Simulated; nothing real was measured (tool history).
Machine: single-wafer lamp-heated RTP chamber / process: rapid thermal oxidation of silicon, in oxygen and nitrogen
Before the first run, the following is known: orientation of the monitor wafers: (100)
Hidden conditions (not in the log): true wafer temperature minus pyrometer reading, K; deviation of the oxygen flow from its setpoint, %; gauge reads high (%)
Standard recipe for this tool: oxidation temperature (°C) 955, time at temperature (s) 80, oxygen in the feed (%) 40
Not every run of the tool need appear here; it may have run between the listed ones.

run	day	oxidation temperature (°C)	time at temperature (s)	oxygen in the feed (%)	wafers since the last listed run	wafers since the last pyrometer calibration	hours since the oxygen flow controller was replaced	hours since the gauge calibration	read-back reference wafer on the same gauge, thickness	oxide thickness on the monitor wafer (angstrom)
1	0	955	80	40	0	303	4477.3	194.6	3.531	36.4
2	0.542	955	80	40	218	521	4490.3	207.6	3.536	36.38
3	0.883	955	80	40	137	659	4498.5	215.8	3.532	36.44
4	1.429	955	80	47	219	878	4511.6	228.9	3.527	38.34
5	2.096	955	80	47	268	1147	4527.6	244.9	3.535	38.16
6	2.842	955	91	40	300	1447	4545.5	262.8	3.53	38.65
# day 4.029: gauge calibrated
7	4.233	955	80	40	560	2007	4578.9	4.9	3.532	36.61
8	4.662	955	80	40	172	2180	4589.2	15.2	3.53	36.96
9	5.025	943	48	40	145	2326	4597.9	23.9	3.534	29.25
# day 6.867: oxygen flow controller replaced
10	6.975	926	80	40	650	2977	2.6	70.7	3.531	31.7
11	7.225	944	97	55	100	3077	8.6	76.7	3.534	41.25
# day 7.621: pyrometer window cleaned and pyrometer calibrated
12	7.642	955	80	22	33	8	18.6	86.7	3.526	31.74
13	7.875	955	80	40	93	102	24.2	92.3	3.532	36.2
14	9.325	955	80	40	583	686	59	127.1	3.532	36.46
15	9.875	933	80	49	221	907	72.2	140.3	3.535	33.56
16	10.554	928	61	69	273	1180	88.5	156.6	3.53	32.59
17	11.233	955	80	40	273	1454	104.8	172.9	3.533	36.75

Each row is a separate what-if for the run after 17, all from the same tool condition, not one after another. Results?
A	11.25	955	80	40	6	1461	105.2	173.3	?	?
B	11.25	976	80	40	6	1461	105.2	173.3	?	?
C	11.25	932	50	21	6	1461	105.2	173.3	?	?
D	11.25	971	115	40	6	1461	105.2	173.3	?	?
E	11.25	946	43	40	6	1461	105.2	173.3	?	?

run	read-back reference wafer on the same gauge, thickness	oxide thickness on the monitor wafer (angstrom)
A	3.533	36.55
B	3.533	41.86
C	3.533	25.53
D	3.533	46.95
E	3.533	28.52
Take away the tool's hidden state, keep each run's random variation, and the runs would have read:
run	oxide thickness on the monitor wafer (angstrom)
A	36.31
B	41.56
C	25.45
D	46.6
E	28.39

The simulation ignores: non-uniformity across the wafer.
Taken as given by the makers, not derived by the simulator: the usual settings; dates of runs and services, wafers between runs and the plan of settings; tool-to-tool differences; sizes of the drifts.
